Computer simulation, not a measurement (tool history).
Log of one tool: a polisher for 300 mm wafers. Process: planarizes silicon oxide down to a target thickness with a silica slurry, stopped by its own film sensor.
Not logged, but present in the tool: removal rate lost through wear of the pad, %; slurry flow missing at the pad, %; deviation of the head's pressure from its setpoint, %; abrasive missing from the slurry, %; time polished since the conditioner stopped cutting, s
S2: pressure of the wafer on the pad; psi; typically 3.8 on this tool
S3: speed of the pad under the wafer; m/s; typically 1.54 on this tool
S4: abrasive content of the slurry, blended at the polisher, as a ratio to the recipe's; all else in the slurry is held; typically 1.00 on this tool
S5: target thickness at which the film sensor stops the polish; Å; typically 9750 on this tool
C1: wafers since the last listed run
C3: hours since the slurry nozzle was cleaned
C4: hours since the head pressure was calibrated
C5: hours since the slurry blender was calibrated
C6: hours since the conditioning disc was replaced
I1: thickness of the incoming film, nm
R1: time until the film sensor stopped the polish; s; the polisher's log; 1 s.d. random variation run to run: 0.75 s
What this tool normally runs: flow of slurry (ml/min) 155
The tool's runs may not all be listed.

Run 1, day 0.000: usual settings but S2 3.4 psi; C1 0; wafers polished on this pad 547; C3 600.7; C4 88.9; C5 181.4; C6 224.8; I1 1239.9. Result: R1 97.0 s.
Run 2, day 0.679: usual settings but flow of slurry (ml/min) 115; C1 139; wafers polished on this pad 687; C3 617.0; C4 105.2; C5 197.7; C6 241.1; I1 1227.7. Result: R1 90.0 s.
Run 3, day 1.775: usual settings but S3 1.40 m/s, S4 0.80; C1 225; wafers polished on this pad 913; C3 643.3; C4 131.5; C5 224.0; C6 267.4; I1 1197.6. Result: R1 94.5 s.
At day 3.100: slurry nozzle cleaned.
Run 4, day 3.233: usual settings but S3 1.92 m/s, S4 0.80; C1 291; wafers polished on this pad 1205; C3 3.2; C4 166.5; C5 259.0; C6 302.4; I1 1237.6. Result: R1 87.9 s.
Run 5, day 3.783: usual settings but flow of slurry (ml/min) 100; C1 113; wafers polished on this pad 1318; C3 16.4; C4 179.7; C5 272.2; C6 315.6; I1 1219.7. Result: R1 82.1 s.
At day 4.212: slurry blender recalibrated.
At day 7.092: worn pad replaced by a new one.
Run 6, day 8.183: usual settings; C1 855; wafers polished on this pad 224; C3 122.0; C4 285.3; C5 95.3; C6 421.2; I1 1218.2. Result: R1 76.9 s.
At day 8.767: conditioning disc replaced and pad reconditioned.
Run 7, day 9.646: usual settings but S3 1.40 m/s, S5 9200 Å; C1 284; wafers polished on this pad 508; C3 157.1; C4 320.4; C5 130.4; C6 21.1; I1 1224.9. Result: R1 100.7 s.
Run 8, day 10.412: usual settings but S2 4.2 psi, S3 1.18 m/s, S4 1.10, S5 10300 Å; C1 157; wafers polished on this pad 666; C3 175.5; C4 338.8; C5 148.8; C6 39.5; I1 1206.8. Result: R1 54.1 s.
Run 9, day 11.342: usual settings but S2 3.0 psi; C1 191; wafers polished on this pad 858; C3 197.8; C4 361.1; C5 171.1; C6 61.8; I1 1227.8. Result: R1 96.7 s.
Run 10, day 11.946: usual settings; C1 124; wafers polished on this pad 982; C3 212.3; C4 375.6; C5 185.6; C6 76.3; I1 1194.3. Result: R1 70.8 s.
Run 11, day 12.721: usual settings but S5 9020 Å; C1 159; wafers polished on this pad 1142; C3 230.9; C4 394.2; C5 204.2; C6 94.9; I1 1242.3. Result: R1 109.2 s.
Run 12, day 13.371: usual settings but S4 0.85, S5 10260 Å; C1 133; wafers polished on this pad 1276; C3 246.5; C4 409.8; C5 219.8; C6 110.5; I1 1208.2. Result: R1 68.9 s.
At day 14.021: slurry blender recalibrated.
Run 13, day 14.542: usual settings but S3 1.70 m/s, S5 9230 Å; C1 224; wafers polished on this pad 1500; C3 274.6; C4 437.9; C5 12.5; C6 138.6; I1 1217.3. Result: R1 89.6 s.
Run 14, day 15.717: usual settings but S2 3.3 psi, S5 10590 Å; C1 242; wafers polished on this pad 1742; C3 302.8; C4 466.1; C5 40.7; C6 166.8; I1 1214.5. Result: R1 55.5 s.
Run 15, day 17.188: usual settings but flow of slurry (ml/min) 100, S2 4.8 psi, S3 1.30 m/s, S5 8990 Å; C1 303; wafers polished on this pad 2045; C3 338.1; C4 501.4; C5 76.0; C6 202.1; I1 1218.4. Result: R1 102.0 s.
At day 19.150: worn pad replaced by a new one.
Run 16, day 19.867: usual settings; C1 517; wafers polished on this pad 147; C3 402.4; C4 565.7; C5 140.3; C6 266.4; I1 1221.8. Result: R1 81.5 s.
Run 17, day 20.692: usual settings but S4 1.20; C1 169; wafers polished on this pad 317; C3 422.2; C4 585.5; C5 160.1; C6 286.2; I1 1226.4. Result: R1 72.7 s.
Run 18, day 21.325: usual settings but flow of slurry (ml/min) 190, S5 10470 Å; C1 130; wafers polished on this pad 448; C3 437.4; C4 600.7; C5 175.3; C6 301.4; I1 1219.3. Result: R1 54.8 s.
Run 19, day 22.062: usual settings but S2 4.3 psi, S3 1.24 m/s; C1 151; wafers polished on this pad 600; C3 455.1; C4 618.4; C5 193.0; C6 319.1; I1 1225.9. Result: R1 82.3 s.
Run 20, day 23.512: usual settings but flow of slurry (ml/min) 190, S2 4.6 psi; C1 298; wafers polished on this pad 898; C3 489.9; C4 653.2; C5 227.8; C6 353.9; I1 1235.6. Result: R1 71.8 s.
At day 24.458: slurry blender recalibrated.
Run 21, day 24.504: usual settings; C1 187; wafers polished on this pad 1086; C3 513.7; C4 677.0; C5 1.1; C6 377.7; I1 1245.2. Result: R1 89.0 s.
At day 25.362: conditioning disc replaced and pad reconditioned.
Run 22, day 25.767: usual settings; C1 242; wafers polished on this pad 1329; C3 544.0; C4 707.3; C5 31.4; C6 9.7; I1 1233.0. Result: R1 86.1 s.
Run 23, day 27.121: usual settings but S2 4.3 psi, S3 1.94 m/s, S5 9160 Å; C1 279; wafers polished on this pad 1608; C3 576.5; C4 739.8; C5 63.9; C6 42.2; I1 1229.1. Result: R1 84.0 s.
Run 24, day 28.071: usual settings but S2 3.5 psi, S4 1.10; C1 195; wafers polished on this pad 1803; C3 599.3; C4 762.6; C5 86.7; C6 65.0; I1 1205.3. Result: R1 76.2 s.
Run 25, day 29.375: usual settings but flow of slurry (ml/min) 115, S2 2.9 psi, S4 1.20, S5 9280 Å; C1 268; wafers polished on this pad 2072; C3 630.6; C4 793.9; C5 118.0; C6 96.3; I1 1227.0. Result: R1 114.2 s.

Predict each of these 4 candidate next runs independently; none follows another, all start after run 25:
Run A, day 29.392: usual settings but flow of slurry (ml/min) 120; C1 3; wafers polished on this pad 2076; C3 631.0; C4 794.3; C5 118.4; C6 96.7; I1 1220.7. Result: R1 ?.
Run B, day 29.392: usual settings but S3 1.20 m/s; C1 3; wafers polished on this pad 2076; C3 631.0; C4 794.3; C5 118.4; C6 96.7; I1 1220.7. Result: R1 ?.
Run C, day 29.392: usual settings but S3 1.04 m/s, S5 10570 Å; C1 3; wafers polished on this pad 2076; C3 631.0; C4 794.3; C5 118.4; C6 96.7; I1 1220.7. Result: R1 ?.
Run D, day 29.392: usual settings but flow of slurry (ml/min) 200, S2 3.0 psi, S5 10290 Å; C1 3; wafers polished on this pad 2076; C3 631.0; C4 794.3; C5 118.4; C6 96.7; I1 1220.7. Result: R1 ?.

run    R1
  A  87.4
  B  92.8
  C  65.6
  D  73.7
Take away the tool's hidden state, keep each run's random variation, and the runs would have read:
run    R1
  A  79.0
  B  85.2
  C  60.3
  D  68.7
